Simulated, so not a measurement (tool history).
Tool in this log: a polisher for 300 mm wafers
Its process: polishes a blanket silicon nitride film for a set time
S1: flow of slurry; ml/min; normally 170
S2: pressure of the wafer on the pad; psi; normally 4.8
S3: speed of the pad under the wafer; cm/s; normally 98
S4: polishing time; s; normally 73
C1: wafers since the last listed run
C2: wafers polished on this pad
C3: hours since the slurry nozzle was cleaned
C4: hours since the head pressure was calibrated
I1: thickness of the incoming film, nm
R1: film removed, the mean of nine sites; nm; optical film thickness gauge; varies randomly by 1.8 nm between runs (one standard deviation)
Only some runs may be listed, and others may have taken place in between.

{"run": 1, "hour": 0.0, "S1": 170, "S2": 4.8, "S3": 98, "S4": 73, "C1": 0, "C2": 726, "C3": 18.6, "C4": 658.2, "I1": 566.7, "R1": 143.1}
{"run": 2, "hour": 6.3, "S1": 170, "S2": 4.8, "S3": 98, "S4": 73, "C1": 101, "C2": 828, "C3": 24.9, "C4": 664.5, "I1": 564.3, "R1": 141.2}
{"run": 3, "hour": 19.8, "S1": 170, "S2": 4.8, "S3": 98, "S4": 73, "C1": 217, "C2": 1045, "C3": 38.4, "C4": 678, "I1": 574.3, "R1": 141.6}
{"hour": 34.3, "done": "worn pad replaced by a new one"}
{"run": 4, "hour": 34.8, "S1": 150, "S2": 3.6, "S3": 98, "S4": 73, "C1": 176, "C2": 8, "C3": 53.4, "C4": 693, "I1": 562.9, "R1": 103.3}
{"run": 5, "hour": 48.1, "S1": 150, "S2": 3.6, "S3": 98, "S4": 73, "C1": 213, "C2": 222, "C3": 66.7, "C4": 706.3, "I1": 564.8, "R1": 105}
{"run": 6, "hour": 56.2, "S1": 170, "S2": 4.8, "S3": 98, "S4": 73, "C1": 130, "C2": 352, "C3": 74.8, "C4": 714.4, "I1": 576.4, "R1": 138.2}
{"run": 7, "hour": 72.2, "S1": 170, "S2": 4.8, "S3": 98, "S4": 73, "C1": 257, "C2": 609, "C3": 90.8, "C4": 730.4, "I1": 566.9, "R1": 141.5}
{"run": 8, "hour": 85.6, "S1": 170, "S2": 4.8, "S3": 98, "S4": 73, "C1": 215, "C2": 824, "C3": 104.2, "C4": 743.8, "I1": 565.1, "R1": 139.1}
{"run": 9, "hour": 93.8, "S1": 170, "S2": 5.7, "S3": 98, "S4": 73, "C1": 131, "C2": 956, "C3": 112.4, "C4": 752, "I1": 571.6, "R1": 167.8}
{"run": 10, "hour": 106.1, "S1": 170, "S2": 4.8, "S3": 98, "S4": 73, "C1": 197, "C2": 1154, "C3": 124.7, "C4": 764.3, "I1": 582.4, "R1": 137.5}
{"hour": 122.3, "done": "worn pad replaced by a new one"}
{"run": 11, "hour": 122.8, "S1": 170, "S2": 4.8, "S3": 98, "S4": 73, "C1": 204, "C2": 8, "C3": 141.4, "C4": 781, "I1": 571.1, "R1": 136.6}
{"run": 12, "hour": 134.0, "S1": 170, "S2": 4.8, "S3": 98, "S4": 73, "C1": 180, "C2": 188, "C3": 152.6, "C4": 792.2, "I1": 572.4, "R1": 137.3}
{"run": 13, "hour": 141.3, "S1": 170, "S2": 5.8, "S3": 116, "S4": 73, "C1": 117, "C2": 305, "C3": 159.9, "C4": 799.5, "I1": 573.2, "R1": 185.4}
{"run": 14, "hour": 155.1, "S1": 170, "S2": 5.8, "S3": 116, "S4": 73, "C1": 221, "C2": 527, "C3": 173.7, "C4": 813.3, "I1": 557.7, "R1": 189.5}
{"run": 15, "hour": 165.3, "S1": 170, "S2": 5.8, "S3": 116, "S4": 73, "C1": 163, "C2": 691, "C3": 183.9, "C4": 823.5, "I1": 572.4, "R1": 185.1}
{"run": 16, "hour": 176.7, "S1": 170, "S2": 4.8, "S3": 98, "S4": 73, "C1": 183, "C2": 874, "C3": 195.3, "C4": 834.9, "I1": 577, "R1": 134.3}
{"run": 17, "hour": 190.6, "S1": 170, "S2": 4.8, "S3": 98, "S4": 73, "C1": 223, "C2": 1098, "C3": 209.2, "C4": 848.8, "I1": 574.8, "R1": 134.3}
{"hour": 203.1, "done": "worn pad replaced by a new one, of another model than before"}
{"run": 18, "hour": 208.1, "S1": 195, "S2": 3.5, "S3": 98, "S4": 64, "C1": 217, "C2": 80, "C3": 226.7, "C4": 866.3, "I1": 582, "R1": 95.1}
{"hour": 211.8, "done": "slurry nozzle cleaned"}
{"run": 19, "hour": 225.1, "S1": 170, "S2": 4.8, "S3": 98, "S4": 84, "C1": 257, "C2": 337, "C3": 13.3, "C4": 883.3, "I1": 577.4, "R1": 166.4}
{"run": 20, "hour": 234.0, "S1": 115, "S2": 6, "S3": 98, "S4": 66, "C1": 143, "C2": 480, "C3": 22.2, "C4": 892.2, "I1": 557.7, "R1": 144.1}
{"run": 21, "hour": 240.2, "S1": 205, "S2": 4.3, "S3": 98, "S4": 63, "C1": 99, "C2": 580, "C3": 28.4, "C4": 898.4, "I1": 572.4, "R1": 116.1}
{"run": 22, "hour": 260.8, "S1": 170, "S2": 4.8, "S3": 98, "S4": 73, "C1": 331, "C2": 911, "C3": 49, "C4": 919, "I1": 570.6, "R1": 141.7}
{"hour": 270.2, "done": "head pressure recalibrated"}
{"run": 23, "hour": 277.9, "S1": 170, "S2": 4.8, "S3": 98, "S4": 73, "C1": 242, "C2": 1154, "C3": 66.1, "C4": 7.7, "I1": 566.4, "R1": 141.5}
{"hour": 284.8, "done": "worn pad replaced by a new one"}
{"run": 24, "hour": 285.3, "S1": 170, "S2": 4.8, "S3": 98, "S4": 73, "C1": 54, "C2": 7, "C3": 73.5, "C4": 15.1, "I1": 558.5, "R1": 138.2}
{"run": 25, "hour": 301.6, "S1": 225, "S2": 6.4, "S3": 120, "S4": 52, "C1": 262, "C2": 269, "C3": 89.8, "C4": 31.4, "I1": 561.5, "R1": 142.3}
{"run": 26, "hour": 313.2, "S1": 130, "S2": 3.3, "S3": 84, "S4": 51, "C1": 186, "C2": 455, "C3": 101.4, "C4": 43, "I1": 568.4, "R1": 67.5}
{"run": 27, "hour": 330.2, "S1": 170, "S2": 4.8, "S3": 98, "S4": 73, "C1": 273, "C2": 729, "C3": 118.4, "C4": 60, "I1": 571.2, "R1": 138.6}
{"run": 28, "hour": 347.6, "S1": 170, "S2": 4.8, "S3": 80, "S4": 73, "C1": 279, "C2": 1009, "C3": 135.8, "C4": 77.4, "I1": 561.2, "R1": 126.7}
{"run": 29, "hour": 362.3, "S1": 225, "S2": 4.8, "S3": 112, "S4": 91, "C1": 236, "C2": 1245, "C3": 150.5, "C4": 92.1, "I1": 570.8, "R1": 190.6}
{"run": 30, "hour": 369.6, "S1": 170, "S2": 4.8, "S3": 98, "S4": 73, "C1": 117, "C2": 1362, "C3": 157.8, "C4": 99.4, "I1": 574.1, "R1": 134.9}
{"hour": 378.7, "done": "worn pad replaced by a new one"}
{"run": 31, "hour": 380.2, "S1": 170, "S2": 4.8, "S3": 98, "S4": 73, "C1": 106, "C2": 23, "C3": 168.4, "C4": 110, "I1": 574.5, "R1": 138.4}
{"run": 32, "hour": 393.0, "S1": 190, "S2": 3.2, "S3": 84, "S4": 94, "C1": 205, "C2": 229, "C3": 181.2, "C4": 122.8, "I1": 579.4, "R1": 126.6}
{"run": 33, "hour": 407.2, "S1": 145, "S2": 4.8, "S3": 98, "S4": 73, "C1": 228, "C2": 458, "C3": 195.4, "C4": 137, "I1": 559, "R1": 132.5}
{"run": 34, "hour": 413.4, "S1": 170, "S2": 4.2, "S3": 98, "S4": 73, "C1": 99, "C2": 557, "C3": 201.6, "C4": 143.2, "I1": 565.1, "R1": 125.6}
{"run": 35, "hour": 420.4, "S1": 170, "S2": 4.8, "S3": 98, "S4": 73, "C1": 112, "C2": 670, "C3": 208.6, "C4": 150.2, "I1": 566, "R1": 135.5}
{"run": 36, "hour": 431.9, "S1": 110, "S2": 4.8, "S3": 98, "S4": 73, "C1": 184, "C2": 855, "C3": 220.1, "C4": 161.7, "I1": 569, "R1": 126.4}

Selected run-to-run steps in R1, each split into two signed amounts: the part the tool would show with no hidden state at all (from settings, incoming material and random variation), and the remainder, which goes to the hidden state together with any gauge scatter not common to the measured and the hidden-state-free results:
Hidden state present: removal rate lost through wear of the pad, %; slurry flow missing at the pad, %; deviation of the head's pressure from its setpoint, %.
Run 12 -> 13: S2 4.8 -> 5.8, S3 98 -> 116. R1 +48.1 nm: hidden state -3.5, all else +51.6.
Run 17 -> 18: S1 170 -> 195, S2 4.8 -> 3.5, S4 73 -> 64, worn pad replaced by a new one, of another model than before. R1 -39.2 nm: hidden state +6.8, all else -46.
Run 18 -> 19: S1 195 -> 170, S2 3.5 -> 4.8, S4 64 -> 84, slurry nozzle cleaned. R1 +71.3 nm: hidden state +3.9, all else +67.4.
Run 25 -> 26: S1 225 -> 130, S2 6.4 -> 3.3, S3 120 -> 84, S4 52 -> 51. R1 -74.8 nm: hidden state +0.6, all else -75.4.
Run 26 -> 27: S1 130 -> 170, S2 3.3 -> 4.8, S3 84 -> 98, S4 51 -> 73. R1 +71.1 nm: hidden state -2.3, all else +73.4.

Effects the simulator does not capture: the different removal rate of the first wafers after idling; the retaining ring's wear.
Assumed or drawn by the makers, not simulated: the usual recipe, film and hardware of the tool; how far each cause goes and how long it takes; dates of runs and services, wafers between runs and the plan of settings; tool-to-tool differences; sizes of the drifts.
